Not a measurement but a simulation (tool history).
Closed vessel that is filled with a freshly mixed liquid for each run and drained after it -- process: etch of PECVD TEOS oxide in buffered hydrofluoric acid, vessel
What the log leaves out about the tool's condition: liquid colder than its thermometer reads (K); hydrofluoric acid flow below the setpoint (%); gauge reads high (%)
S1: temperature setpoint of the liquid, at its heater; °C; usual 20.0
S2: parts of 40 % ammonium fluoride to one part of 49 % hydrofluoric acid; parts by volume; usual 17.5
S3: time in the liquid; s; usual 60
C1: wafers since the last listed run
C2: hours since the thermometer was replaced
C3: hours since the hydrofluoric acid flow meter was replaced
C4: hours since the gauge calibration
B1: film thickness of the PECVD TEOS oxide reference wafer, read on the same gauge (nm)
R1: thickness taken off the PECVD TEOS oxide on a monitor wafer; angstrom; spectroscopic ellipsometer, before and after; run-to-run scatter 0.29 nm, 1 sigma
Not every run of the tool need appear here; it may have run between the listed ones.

run,day,S1,S2,S3,C1,C2,C3,C4,B1,R1
1,0.000,20.0,17.5,60,0,2640.6,388.6,68.9,60.05,465.2
2,0.446,20.0,17.5,60,1409,2651.3,399.3,79.6,60.01,461.3
3,2.346,20.0,17.5,60,6005,2696.9,444.9,125.2,60.03,464.2
4,2.838,20.0,17.5,80,1554,2708.7,456.7,137.0,59.97,615.5
5,3.392,20.0,17.5,80,1751,2722.0,470.0,150.3,60.01,617.2
6,3.979,20.0,17.5,60,1857,2736.1,484.1,164.4,60.00,462.9
# day 4.367: thermometer replaced
7,4.575,20.0,17.5,60,1751,5.0,498.4,178.7,60.03,535.6
8,4.867,22.5,17.5,60,921,12.0,505.4,185.7,60.01,606.8
9,5.342,20.0,17.5,50,1501,23.4,516.8,197.1,59.95,441.2
10,6.062,20.0,17.5,50,2278,40.7,534.1,214.4,59.99,444.0
11,6.512,20.0,17.5,60,1422,51.5,544.9,225.2,60.02,532.1
# day 6.742: hydrofluoric acid flow meter replaced
12,7.108,20.0,17.5,60,1751,65.8,8.8,239.5,60.00,526.0
13,7.529,20.0,17.5,60,1330,75.9,18.9,249.6,59.99,530.7
14,7.933,21.5,17.5,60,1277,85.6,28.6,259.3,59.99,570.6
15,8.308,20.0,15.0,50,1185,94.6,37.6,268.3,59.98,517.6
16,8.912,20.0,17.5,85,1909,109.1,52.1,282.8,60.01,747.3
17,9.167,20.0,17.5,85,803,115.2,58.2,288.9,60.02,749.6
# day 9.488: gauge calibrated
18,9.812,17.0,23.5,60,2041,130.7,73.7,7.8,59.98,348.3
19,10.304,20.0,20.0,45,1554,142.5,85.5,19.6,59.98,348.6
20,10.579,20.0,15.5,40,869,149.1,92.1,26.2,60.00,395.2
21,11.162,22.0,22.5,60,1843,163.1,106.1,40.2,59.98,479.5
22,11.512,17.0,17.5,60,1106,171.5,114.5,48.6,59.99,447.6
23,11.908,20.0,17.5,60,1251,181.0,124.0,58.1,60.00,529.6
24,12.196,20.0,15.0,60,908,187.9,130.9,65.0,59.98,614.5
25,12.767,20.0,17.5,80,1804,201.6,144.6,78.7,60.00,704.6
26,13.350,23.0,17.5,40,1843,215.6,158.6,92.7,59.99,416.8
27,13.625,20.0,21.5,60,869,222.2,165.2,99.3,59.99,441.3
28,14.054,17.0,17.5,35,1356,232.5,175.5,109.6,60.00,259.3

Alternative continuations, all from the tool just after run 28; predict every row:
A,14.083,20.0,17.5,60,92,233.2,176.2,110.3,?,?
B,14.083,20.0,17.5,70,92,233.2,176.2,110.3,?,?
C,14.083,25.0,11.5,60,92,233.2,176.2,110.3,?,?
D,14.083,21.5,17.5,70,92,233.2,176.2,110.3,?,?
E,14.083,22.5,22.0,70,92,233.2,176.2,110.3,?,?

run,B1,R1
A,60.00,527.0
B,60.00,614.8
C,60.00,1049.2
D,60.00,668.7
E,60.00,580.2
Stripped of hidden state, with their random variation kept, the same runs would have yielded:
run,R1
A,537.5
B,627.1
C,1069.3
D,681.8
E,591.6

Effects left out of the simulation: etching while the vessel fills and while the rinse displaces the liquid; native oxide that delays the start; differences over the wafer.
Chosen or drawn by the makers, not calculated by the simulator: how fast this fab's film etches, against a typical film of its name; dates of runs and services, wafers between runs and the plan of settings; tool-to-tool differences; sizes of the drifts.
